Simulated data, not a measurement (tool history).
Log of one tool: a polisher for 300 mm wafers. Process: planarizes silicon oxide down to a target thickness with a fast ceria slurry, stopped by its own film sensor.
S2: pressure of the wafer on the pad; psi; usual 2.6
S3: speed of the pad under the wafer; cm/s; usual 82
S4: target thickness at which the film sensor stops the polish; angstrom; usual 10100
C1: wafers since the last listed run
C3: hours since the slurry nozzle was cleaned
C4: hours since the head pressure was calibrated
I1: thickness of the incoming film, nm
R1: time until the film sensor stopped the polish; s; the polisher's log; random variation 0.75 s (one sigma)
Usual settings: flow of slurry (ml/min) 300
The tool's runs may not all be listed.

{"run": 1, "hour": 0.0, "flow of slurry (ml/min)": 300, "S2": 2.6, "S3": 82, "S4": 10100, "C1": 0, "wafers polished on this pad": 2534, "C3": 209.4, "C4": 130.1, "I1": 1869, "R1": 58.6}
{"hour": 82.2, "done": "worn pad replaced by a new one"}
{"run": 2, "hour": 82.7, "flow of slurry (ml/min)": 300, "S2": 2.6, "S3": 82, "S4": 10100, "C1": 764, "wafers polished on this pad": 4, "C3": 292.1, "C4": 212.8, "I1": 1900.7, "R1": 60.2}
{"run": 3, "hour": 155.4, "flow of slurry (ml/min)": 300, "S2": 2.6, "S3": 82, "S4": 10100, "C1": 706, "wafers polished on this pad": 711, "C3": 364.8, "C4": 285.5, "I1": 1875, "R1": 59.9}
{"hour": 181.3, "done": "slurry nozzle cleaned"}
{"run": 4, "hour": 225.3, "flow of slurry (ml/min)": 300, "S2": 2.6, "S3": 82, "S4": 10100, "C1": 669, "wafers polished on this pad": 1381, "C3": 44, "C4": 355.4, "I1": 1855.4, "R1": 58}
{"run": 5, "hour": 269.4, "flow of slurry (ml/min)": 300, "S2": 2.6, "S3": 82, "S4": 10100, "C1": 428, "wafers polished on this pad": 1809, "C3": 88.1, "C4": 399.5, "I1": 1899.9, "R1": 59.9}
{"run": 6, "hour": 370.7, "flow of slurry (ml/min)": 300, "S2": 2.6, "S3": 82, "S4": 10100, "C1": 984, "wafers polished on this pad": 2794, "C3": 189.4, "C4": 500.8, "I1": 1884.3, "R1": 58.6}
{"hour": 415.4, "done": "head pressure recalibrated"}
{"run": 7, "hour": 426.1, "flow of slurry (ml/min)": 300, "S2": 2.6, "S3": 82, "S4": 10100, "C1": 518, "wafers polished on this pad": 3313, "C3": 244.8, "C4": 10.7, "I1": 1851.5, "R1": 56.2}
{"hour": 464.1, "done": "worn pad replaced by a new one"}
{"run": 8, "hour": 465.6, "flow of slurry (ml/min)": 300, "S2": 2.6, "S3": 82, "S4": 10100, "C1": 345, "wafers polished on this pad": 14, "C3": 284.3, "C4": 50.2, "I1": 1864.9, "R1": 57.3}
{"hour": 521.4, "done": "slurry nozzle cleaned"}
{"run": 9, "hour": 663.3, "flow of slurry (ml/min)": 335, "S2": 2.6, "S3": 82, "S4": 10100, "C1": 1911, "wafers polished on this pad": 1926, "C3": 141.9, "C4": 247.9, "I1": 1899.2, "R1": 60.1}
{"run": 10, "hour": 702.2, "flow of slurry (ml/min)": 335, "S2": 2.6, "S3": 82, "S4": 10100, "C1": 378, "wafers polished on this pad": 2304, "C3": 180.8, "C4": 286.8, "I1": 1857.1, "R1": 57.7}
{"run": 11, "hour": 740.9, "flow of slurry (ml/min)": 335, "S2": 2.6, "S3": 82, "S4": 10100, "C1": 376, "wafers polished on this pad": 2680, "C3": 219.5, "C4": 325.5, "I1": 1828.9, "R1": 54.9}
{"hour": 886.4, "done": "worn pad replaced by a new one"}
{"hour": 907.7, "done": "slurry nozzle cleaned"}
{"hour": 914.2, "done": "head pressure recalibrated"}
{"run": 12, "hour": 1044.7, "flow of slurry (ml/min)": 380, "S2": 2.2, "S3": 82, "S4": 10100, "C1": 2884, "wafers polished on this pad": 1509, "C3": 137, "C4": 130.5, "I1": 1907.8, "R1": 68.5}
{"run": 13, "hour": 1096.8, "flow of slurry (ml/min)": 260, "S2": 2.6, "S3": 82, "S4": 11450, "C1": 506, "wafers polished on this pad": 2016, "C3": 189.1, "C4": 182.6, "I1": 1863.9, "R1": 49.3}
{"run": 14, "hour": 1143.1, "flow of slurry (ml/min)": 300, "S2": 2.6, "S3": 92, "S4": 10100, "C1": 449, "wafers polished on this pad": 2466, "C3": 235.4, "C4": 228.9, "I1": 1842.3, "R1": 53.4}
{"run": 15, "hour": 1242.0, "flow of slurry (ml/min)": 300, "S2": 2.3, "S3": 82, "S4": 10100, "C1": 961, "wafers polished on this pad": 3427, "C3": 334.3, "C4": 327.8, "I1": 1839.5, "R1": 61}
{"hour": 1300.9, "done": "worn pad replaced by a new one"}
{"hour": 1309.4, "done": "slurry nozzle cleaned"}
{"run": 16, "hour": 1348.2, "flow of slurry (ml/min)": 300, "S2": 3.1, "S3": 82, "S4": 10100, "C1": 983, "wafers polished on this pad": 450, "C3": 38.8, "C4": 434, "I1": 1876.2, "R1": 52}
{"run": 17, "hour": 1445.2, "flow of slurry (ml/min)": 255, "S2": 2.6, "S3": 82, "S4": 10100, "C1": 942, "wafers polished on this pad": 1393, "C3": 135.8, "C4": 531, "I1": 1887.3, "R1": 61.9}
{"hour": 1486.5, "done": "head pressure recalibrated"}
{"run": 18, "hour": 1524.2, "flow of slurry (ml/min)": 300, "S2": 3.3, "S3": 62, "S4": 10100, "C1": 748, "wafers polished on this pad": 2141, "C3": 214.8, "C4": 37.7, "I1": 1887.8, "R1": 60}
{"run": 19, "hour": 1568.1, "flow of slurry (ml/min)": 345, "S2": 2.6, "S3": 82, "S4": 12010, "C1": 426, "wafers polished on this pad": 2568, "C3": 258.7, "C4": 81.6, "I1": 1841.8, "R1": 42.7}
{"run": 20, "hour": 1618.5, "flow of slurry (ml/min)": 300, "S2": 2.6, "S3": 82, "S4": 10100, "C1": 489, "wafers polished on this pad": 3057, "C3": 309.1, "C4": 132, "I1": 1893.2, "R1": 60.4}
{"hour": 1654.7, "done": "slurry nozzle cleaned"}
{"run": 21, "hour": 1698.6, "flow of slurry (ml/min)": 395, "S2": 2.6, "S3": 54, "S4": 11650, "C1": 768, "wafers polished on this pad": 3826, "C3": 43.9, "C4": 212.1, "I1": 1838, "R1": 56.2}
{"hour": 1732.2, "done": "worn pad replaced by a new one"}
{"run": 22, "hour": 1798.4, "flow of slurry (ml/min)": 300, "S2": 2.6, "S3": 82, "S4": 10100, "C1": 931, "wafers polished on this pad": 643, "C3": 143.7, "C4": 311.9, "I1": 1847.7, "R1": 58.2}
{"run": 23, "hour": 1854.9, "flow of slurry (ml/min)": 300, "S2": 3.3, "S3": 82, "S4": 10100, "C1": 549, "wafers polished on this pad": 1192, "C3": 200.2, "C4": 368.4, "I1": 1883.9, "R1": 50.1}
{"run": 24, "hour": 1931.9, "flow of slurry (ml/min)": 300, "S2": 2.6, "S3": 82, "S4": 10100, "C1": 748, "wafers polished on this pad": 1940, "C3": 277.2, "C4": 445.4, "I1": 1853.4, "R1": 58.3}

What the log doesn't show, run by run:
removal rate lost through wear of the pad, %: 0 in every run
slurry flow missing at the pad, %: 0 in every run
deviation of the head's pressure from its setpoint, %: 0 in every run

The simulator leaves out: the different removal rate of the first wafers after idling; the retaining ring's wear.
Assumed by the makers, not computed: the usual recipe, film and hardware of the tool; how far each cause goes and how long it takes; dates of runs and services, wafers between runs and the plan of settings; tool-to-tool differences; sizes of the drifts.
